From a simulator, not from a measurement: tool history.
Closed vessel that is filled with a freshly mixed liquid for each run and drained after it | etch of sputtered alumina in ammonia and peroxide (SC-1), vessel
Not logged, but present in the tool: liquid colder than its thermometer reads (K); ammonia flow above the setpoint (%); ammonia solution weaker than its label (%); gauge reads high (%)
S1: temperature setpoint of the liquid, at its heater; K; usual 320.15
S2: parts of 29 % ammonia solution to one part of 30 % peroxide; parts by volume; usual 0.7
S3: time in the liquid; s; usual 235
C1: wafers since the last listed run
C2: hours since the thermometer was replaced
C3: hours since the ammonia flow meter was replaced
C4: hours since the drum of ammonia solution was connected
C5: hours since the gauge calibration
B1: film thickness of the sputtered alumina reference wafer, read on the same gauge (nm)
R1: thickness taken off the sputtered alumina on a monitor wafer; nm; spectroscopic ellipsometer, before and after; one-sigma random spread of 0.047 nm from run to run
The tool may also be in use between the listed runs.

run 1 hour=0 | S1=320.15 S2=0.7 S3=235 | C1=0 C2=1956 C3=2061.4 C4=817.5 C5=402.3 | B1=50.03 | R1=7.53
run 2 hour=27 | S1=320.15 S2=0.7 S3=235 | C1=1511 C2=1983 C3=2088.4 C4=844.5 C5=429.3 | B1=49.98 | R1=7.54
run 3 hour=43.7 | S1=320.15 S2=0.7 S3=235 | C1=934 C2=1999.7 C3=2105.1 C4=861.2 C5=446 | B1=50 | R1=7.54
run 4 hour=55.8 | S1=320.15 S2=0.7 S3=235 | C1=677 C2=2011.8 C3=2117.2 C4=873.3 C5=458.1 | B1=49.97 | R1=7.54
run 5 hour=86.1 | S1=327.65 S2=0.55 S3=235 | C1=1696 C2=2042.1 C3=2147.5 C4=903.6 C5=488.4 | B1=50.02 | R1=11.1
run 6 hour=99.4 | S1=327.65 S2=0.55 S3=235 | C1=744 C2=2055.4 C3=2160.8 C4=916.9 C5=501.7 | B1=49.94 | R1=11.17
run 7 hour=115.8 | S1=320.15 S2=0.6 S3=235 | C1=918 C2=2071.8 C3=2177.2 C4=933.3 C5=518.1 | B1=50.02 | R1=7.4
run 8 hour=135 | S1=320.15 S2=0.6 S3=235 | C1=1074 C2=2091 C3=2196.4 C4=952.5 C5=537.3 | B1=50 | R1=7.38
-- hour=136.9 new drum of ammonia solution connected
run 9 hour=160.5 | S1=320.15 S2=0.7 S3=345 | C1=1371 C2=2116.5 C3=2221.9 C4=23.6 C5=562.8 | B1=50 | R1=11.03
run 10 hour=173.3 | S1=320.15 S2=0.7 S3=345 | C1=716 C2=2129.3 C3=2234.7 C4=36.4 C5=575.6 | B1=50 | R1=11.02
run 11 hour=201 | S1=320.15 S2=0.7 S3=345 | C1=1550 C2=2157 C3=2262.4 C4=64.1 C5=603.3 | B1=49.99 | R1=11.05
run 12 hour=222.7 | S1=320.15 S2=0.7 S3=295 | C1=1214 C2=2178.7 C3=2284.1 C4=85.8 C5=625 | B1=49.99 | R1=9.31
run 13 hour=246.8 | S1=320.15 S2=0.8 S3=235 | C1=1349 C2=2202.8 C3=2308.2 C4=109.9 C5=649.1 | B1=50.01 | R1=7.55
-- hour=268 ammonia flow meter replaced
run 14 hour=270.8 | S1=327.65 S2=0.7 S3=235 | C1=1287 C2=2226.8 C3=2.8 C4=133.9 C5=673.1 | B1=50.01 | R1=11.37
-- hour=273.3 thermometer replaced
run 15 hour=305.9 | S1=320.15 S2=0.7 S3=110 | C1=1908 C2=32.6 C3=37.9 C4=169 C5=708.2 | B1=50.01 | R1=3.28
run 16 hour=331.5 | S1=312.65 S2=0.9 S3=175 | C1=1432 C2=58.2 C3=63.5 C4=194.6 C5=733.8 | B1=49.98 | R1=3.41
-- hour=345 gauge calibrated
run 17 hour=348.9 | S1=320.15 S2=0.35 S3=280 | C1=973 C2=75.6 C3=80.9 C4=212 C5=3.9 | B1=50 | R1=7.79
run 18 hour=368.5 | S1=320.15 S2=0.7 S3=235 | C1=1097 C2=95.2 C3=100.5 C4=231.6 C5=23.5 | B1=50.07 | R1=6.87
run 19 hour=396.2 | S1=327.15 S2=0.7 S3=180 | C1=1550 C2=122.9 C3=128.2 C4=259.3 C5=51.2 | B1=50.02 | R1=7.88
run 20 hour=415.4 | S1=320.15 S2=0.7 S3=235 | C1=1074 C2=142.1 C3=147.4 C4=278.5 C5=70.4 | B1=49.97 | R1=6.97

Run 21 comes next. What will it give?
run 21 hour=445.2 | S1=313.65 S2=0.35 S3=175 | C1=1668 C2=171.9 C3=177.2 C4=308.3 C5=100.2 | B1=? | R1=?

B1: 49.98
R1: 3.31 nm
If the tool had no hidden condition, the same run with the same run-to-run variation would have returned R1 4.02 nm.
